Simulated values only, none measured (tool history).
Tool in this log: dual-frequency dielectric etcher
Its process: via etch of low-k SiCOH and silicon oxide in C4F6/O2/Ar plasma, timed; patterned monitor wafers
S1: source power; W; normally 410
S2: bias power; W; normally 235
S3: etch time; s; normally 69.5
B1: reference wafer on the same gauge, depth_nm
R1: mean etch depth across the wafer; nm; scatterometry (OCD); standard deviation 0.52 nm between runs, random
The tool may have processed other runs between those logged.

{"run": 1, "day": 0.0, "S1": 410, "S2": 235, "S3": 75.5, "B1": 159.1, "R1": 201.4}
{"day": 1.25, "done": "bias power generator calibrated"}
{"run": 2, "day": 1.942, "S1": 410, "S2": 235, "S3": 75.5, "B1": 159.2, "R1": 201.2}
{"run": 3, "day": 3.217, "S1": 410, "S2": 235, "S3": 69.5, "B1": 159, "R1": 184.6}
{"run": 4, "day": 6.117, "S1": 410, "S2": 235, "S3": 69.5, "B1": 159, "R1": 183.4}
{"day": 7.779, "done": "wet clean of the chamber"}
{"run": 5, "day": 8.6, "S1": 410, "S2": 235, "S3": 69.5, "B1": 159.2, "R1": 189.9}
{"run": 6, "day": 10.354, "S1": 410, "S2": 235, "S3": 69.5, "B1": 159.1, "R1": 190.1}
{"run": 7, "day": 11.825, "S1": 410, "S2": 235, "S3": 69.5, "B1": 159, "R1": 189.1}
{"run": 8, "day": 13.558, "S1": 380, "S2": 235, "S3": 69.5, "B1": 159.1, "R1": 182.4}
{"run": 9, "day": 16.012, "S1": 480, "S2": 235, "S3": 90, "B1": 158.9, "R1": 259.4}
{"run": 10, "day": 18.862, "S1": 410, "S2": 235, "S3": 79, "B1": 159.1, "R1": 213.4}
{"day": 21.05, "done": "upper electrode replaced"}
{"day": 21.383, "done": "gauge calibrated"}
{"run": 11, "day": 26.604, "S1": 410, "S2": 235, "S3": 69.5, "B1": 159.1, "R1": 185.9}
{"run": 12, "day": 28.108, "S1": 410, "S2": 273, "S3": 69.5, "B1": 159, "R1": 197.1}
{"run": 13, "day": 29.438, "S1": 500, "S2": 292, "S3": 88.5, "B1": 158.9, "R1": 280.5}
{"run": 14, "day": 30.979, "S1": 410, "S2": 235, "S3": 63, "B1": 158.9, "R1": 168.2}
{"run": 15, "day": 35.146, "S1": 410, "S2": 287, "S3": 80, "B1": 158.9, "R1": 229.7}
{"run": 16, "day": 36.946, "S1": 370, "S2": 178, "S3": 61, "B1": 159, "R1": 137.8}
{"day": 38.271, "done": "wet clean of the chamber"}
{"run": 17, "day": 38.579, "S1": 360, "S2": 187, "S3": 59.5, "B1": 158.9, "R1": 140.6}
{"run": 18, "day": 41.546, "S1": 490, "S2": 264, "S3": 69.5, "B1": 158.9, "R1": 213}
{"run": 19, "day": 44.375, "S1": 410, "S2": 235, "S3": 69.5, "B1": 159, "R1": 190}
{"run": 20, "day": 45.379, "S1": 410, "S2": 259, "S3": 85.5, "B1": 159.1, "R1": 241.5}
{"run": 21, "day": 47.758, "S1": 450, "S2": 235, "S3": 90.5, "B1": 158.7, "R1": 254.7}
{"run": 22, "day": 50.308, "S1": 410, "S2": 284, "S3": 50, "B1": 158.9, "R1": 145.9}
{"run": 23, "day": 52.012, "S1": 410, "S2": 235, "S3": 69.5, "B1": 159.1, "R1": 187}
{"run": 24, "day": 54.65, "S1": 410, "S2": 235, "S3": 69.5, "B1": 159.1, "R1": 186.5}
{"run": 25, "day": 56.788, "S1": 410, "S2": 235, "S3": 56.5, "B1": 158.9, "R1": 152.2}
{"day": 64.417, "done": "wet clean of the chamber"}
{"run": 26, "day": 64.438, "S1": 470, "S2": 287, "S3": 69.5, "B1": 158.8, "R1": 218.5}
{"run": 27, "day": 65.583, "S1": 410, "S2": 235, "S3": 69.5, "B1": 159.1, "R1": 190.2}
{"run": 28, "day": 66.767, "S1": 440, "S2": 199, "S3": 75.5, "B1": 158.9, "R1": 198.5}
{"run": 29, "day": 69.708, "S1": 470, "S2": 205, "S3": 54.5, "B1": 158.8, "R1": 148.7}

Forecast each of these 4 alternatives for the next run:
{"run": "A", "day": 69.725, "S1": 460, "S2": 235, "S3": 69.5, "B1": "?", "R1": "?"}
{"run": "B", "day": 69.725, "S1": 410, "S2": 181, "S3": 69.5, "B1": "?", "R1": "?"}
{"run": "C", "day": 69.725, "S1": 410, "S2": 212, "S3": 56.5, "B1": "?", "R1": "?"}
{"run": "D", "day": 69.725, "S1": 500, "S2": 253, "S3": 80, "B1": "?", "R1": "?"}

run=A B1=159.2 R1=197.5
run=B B1=159.2 R1=169.7
run=C B1=159.2 R1=146.9
run=D B1=159.2 R1=242.3
Take away the tool's hidden state, keep each run's random variation, and the runs would have read:
run=A R1=198.6
run=B R1=170.6
run=C R1=147.7
run=D R1=243.6
